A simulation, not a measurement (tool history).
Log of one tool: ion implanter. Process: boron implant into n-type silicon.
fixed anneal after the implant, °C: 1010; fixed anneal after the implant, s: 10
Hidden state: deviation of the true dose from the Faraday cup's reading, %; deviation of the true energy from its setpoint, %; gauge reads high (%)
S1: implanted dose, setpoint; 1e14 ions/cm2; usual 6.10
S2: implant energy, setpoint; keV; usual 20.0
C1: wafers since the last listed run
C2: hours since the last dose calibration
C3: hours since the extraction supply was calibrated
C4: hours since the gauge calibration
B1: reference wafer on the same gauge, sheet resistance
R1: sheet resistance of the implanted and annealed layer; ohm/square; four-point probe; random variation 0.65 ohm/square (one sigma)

Run 1, hour 0.0: usual settings; C1 0; C2 387.8; C3 6668.5; C4 167.5; B1 155.00. Result: R1 187.75 ohm/square.
Run 2, hour 23.1: usual settings; C1 336; C2 410.9; C3 6691.6; C4 190.6; B1 154.96. Result: R1 187.46 ohm/square.
Run 3, hour 35.8: usual settings; C1 185; C2 423.6; C3 6704.3; C4 203.3; B1 154.99. Result: R1 187.57 ohm/square.
Run 4, hour 57.8: usual settings; C1 320; C2 445.6; C3 6726.3; C4 225.3; B1 154.71. Result: R1 187.14 ohm/square.
Run 5, hour 73.9: usual settings; C1 234; C2 461.7; C3 6742.4; C4 241.4; B1 155.12. Result: R1 187.54 ohm/square.
Run 6, hour 103.1: usual settings but S2 18.0 keV; C1 425; C2 490.9; C3 6771.6; C4 270.6; B1 154.98. Result: R1 189.28 ohm/square.
Run 7, hour 130.6: usual settings but S2 18.0 keV; C1 401; C2 518.4; C3 6799.1; C4 298.1; B1 155.01. Result: R1 188.54 ohm/square.
Run 8, hour 162.7: usual settings but S1 4.64 1e14 ions/cm2, S2 17.5 keV; C1 468; C2 550.5; C3 6831.2; C4 330.2; B1 154.86. Result: R1 236.52 ohm/square.
Run 9, hour 190.8: usual settings but S1 4.64 1e14 ions/cm2, S2 17.5 keV; C1 409; C2 578.6; C3 6859.3; C4 358.3; B1 155.00. Result: R1 236.46 ohm/square.
Run 10, hour 212.0: usual settings; C1 309; C2 599.8; C3 6880.5; C4 379.5; B1 154.96. Result: R1 186.20 ohm/square.
Run 11, hour 236.4: usual settings; C1 355; C2 624.2; C3 6904.9; C4 403.9; B1 154.97. Result: R1 185.75 ohm/square.
Run 12, hour 259.3: usual settings; C1 333; C2 647.1; C3 6927.8; C4 426.8; B1 154.82. Result: R1 184.47 ohm/square.
Run 13, hour 281.1: usual settings; C1 317; C2 668.9; C3 6949.6; C4 448.6; B1 154.98. Result: R1 184.32 ohm/square.
At hour 298.3: Faraday cup replaced and dose calibrated.
At hour 298.7: extraction supply calibrated.
Run 14, hour 312.1: usual settings; C1 330; C2 13.8; C3 13.4; C4 479.6; B1 155.07. Result: R1 180.26 ohm/square.
Run 15, hour 345.8: usual settings but S1 7.30 1e14 ions/cm2, S2 16.5 keV; C1 491; C2 47.5; C3 47.1; C4 513.3; B1 154.99. Result: R1 157.39 ohm/square.
At hour 363.0: gauge calibrated.
Run 16, hour 368.8: usual settings but S1 7.31 1e14 ions/cm2, S2 17.0 keV; C1 335; C2 70.5; C3 70.1; C4 5.8; B1 155.02. Result: R1 156.36 ohm/square.
Run 17, hour 384.2: usual settings but S1 4.57 1e14 ions/cm2; C1 224; C2 85.9; C3 85.5; C4 21.2; B1 155.02. Result: R1 229.50 ohm/square.
At hour 399.2: Faraday cup replaced and dose calibrated, repeated, since the last time left the tool worse.
Run 18, hour 404.9: usual settings; C1 185; C2 5.7; C3 106.2; C4 41.9; B1 154.80. Result: R1 190.36 ohm/square.
Run 19, hour 417.0: usual settings but S1 4.94 1e14 ions/cm2, S2 23.5 keV; C1 176; C2 17.8; C3 118.3; C4 54.0; B1 154.94. Result: R1 221.52 ohm/square.
Run 20, hour 432.6: usual settings but S1 7.12 1e14 ions/cm2, S2 26.5 keV; C1 227; C2 33.4; C3 133.9; C4 69.6; B1 155.01. Result: R1 162.25 ohm/square.
Run 21, hour 455.8: usual settings but S1 4.64 1e14 ions/cm2, S2 17.5 keV; C1 338; C2 56.6; C3 157.1; C4 92.8; B1 155.00. Result: R1 241.58 ohm/square.
Run 22, hour 469.9: usual settings but S2 16.5 keV; C1 205; C2 70.7; C3 171.2; C4 106.9; B1 154.92. Result: R1 192.69 ohm/square.
Run 23, hour 490.2: usual settings but S1 6.91 1e14 ions/cm2, S2 23.5 keV; C1 296; C2 91.0; C3 191.5; C4 127.2; B1 154.96. Result: R1 166.93 ohm/square.
Run 24, hour 519.8: usual settings but S1 7.55 1e14 ions/cm2, S2 16.0 keV; C1 431; C2 120.6; C3 221.1; C4 156.8; B1 154.88. Result: R1 161.04 ohm/square.
Run 25, hour 541.0: usual settings but S1 7.57 1e14 ions/cm2, S2 26.0 keV; C1 309; C2 141.8; C3 242.3; C4 178.0; B1 155.11. Result: R1 154.45 ohm/square.
Run 26, hour 554.4: usual settings but S1 4.82 1e14 ions/cm2; C1 195; C2 155.2; C3 255.7; C4 191.4; B1 155.01. Result: R1 230.18 ohm/square.

Forecast each of these 4 alternatives for the next run:
Run A, hour 554.8: usual settings but S1 6.88 1e14 ions/cm2; C1 5; C2 155.6; C3 256.1; C4 191.8; B1 ?. Result: R1 ?.
Run B, hour 554.8: usual settings but S1 7.05 1e14 ions/cm2, S2 16.5 keV; C1 5; C2 155.6; C3 256.1; C4 191.8; B1 ?. Result: R1 ?.
Run C, hour 554.8: usual settings but S2 15.0 keV; C1 5; C2 155.6; C3 256.1; C4 191.8; B1 ?. Result: R1 ?.
Run D, hour 554.8: usual settings but S1 4.88 1e14 ions/cm2, S2 13.0 keV; C1 5; C2 155.6; C3 256.1; C4 191.8; B1 ?. Result: R1 ?.

run      B1      R1
  A  154.80  171.26
  B  154.80  170.66
  C  154.80  194.49
  D  154.80  236.61
Without the tool's hidden state the same runs would have given:
run      R1
  A  171.72
  B  171.11
  C  194.99
  D  237.21
